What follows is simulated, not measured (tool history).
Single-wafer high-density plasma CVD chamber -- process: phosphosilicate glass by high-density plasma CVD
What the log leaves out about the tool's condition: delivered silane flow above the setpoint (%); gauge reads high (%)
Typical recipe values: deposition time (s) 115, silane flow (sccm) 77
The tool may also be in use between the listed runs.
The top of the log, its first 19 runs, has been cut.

run    hour  deposition time (s)  silane flow (sccm)  wafers since the last listed run  hours since the silane flow controller was replaced  hours since the gauge calibration  read-back reference wafer on the same gauge, thickness_nm  mean film thickness on the monitor wafer (Å)
 20  1008.1                  105                  62                               732                                                166.2                             1873.1                                                    726.774                                       6443.69
 21  1033.5                  124                  77                               406                                                191.6                             1898.5                                                    727.028                                       9252.37
 22  1070.8                  129                  82                               597                                                228.9                             1935.8                                                    727.094                                      10166.91
 23  1113.4                  115                  77                               682                                                271.5                             1978.4                                                    728.165                                       8563.23
 24  1181.2                  115                  77                              1086                                                339.3                             2046.2                                                    727.813                                       8502.38
     1195.8  -- gauge calibrated
 25  1225.4                  115                  77                               708                                                383.5                               29.6                                                    726.362                                       8516.13
 26  1283.1                  115                  70                               924                                                441.2                               87.3                                                    726.681                                       7854.56
 27  1350.3                   96                  82                              1076                                                508.4                              154.5                                                    726.866                                       7419.66
 28  1526.3                  115                  77                              2819                                                684.4                              330.5                                                    726.901                                       8500.21
 29    1579                  125                  89                               844                                                737.1                              383.2                                                    727.236                                      10494.16
 30  1636.2                  134                  85                               916                                                794.3                              440.4                                                    727.095                                      10741.08
 31  1703.7                  115                  77                              1081                                                861.8                              507.9                                                    727.641                                       8437.66
 32  1765.7                  100                  68                               993                                                923.8                              569.9                                                    727.019                                       6553.98
 33  1811.4                   96                  85                               732                                                969.5                              615.6                                                    727.654                                       7694.92
 34    1872                  115                  71                               970                                               1030.1                              676.2                                                    726.839                                       7862.16

Alternative continuations, all from the tool just after run 34; predict every row:
  A  1872.4                  115                  77                                 6                                               1030.5                              676.6                                                          ?                                             ?
  B  1872.4                  105                  77                                 6                                               1030.5                              676.6                                                          ?                                             ?
  C  1872.4                  130                  65                                 6                                               1030.5                              676.6                                                          ?                                             ?
  D  1872.4                   95                  77                                 6                                               1030.5                              676.6                                                          ?                                             ?

run  read-back reference wafer on the same gauge, thickness_nm  mean film thickness on the monitor wafer (Å)
  A                                                    728.844                                       8341.85
  B                                                    728.844                                       7616.48
  C                                                    728.844                                       8126.09
  D                                                    728.844                                        6891.1
Stripped of hidden state, with their random variation kept, the same runs would have yielded:
run  mean film thickness on the monitor wafer (Å)
  A                                        8413.5
  B                                       7681.89
  C                                       8195.88
  D                                       6950.28
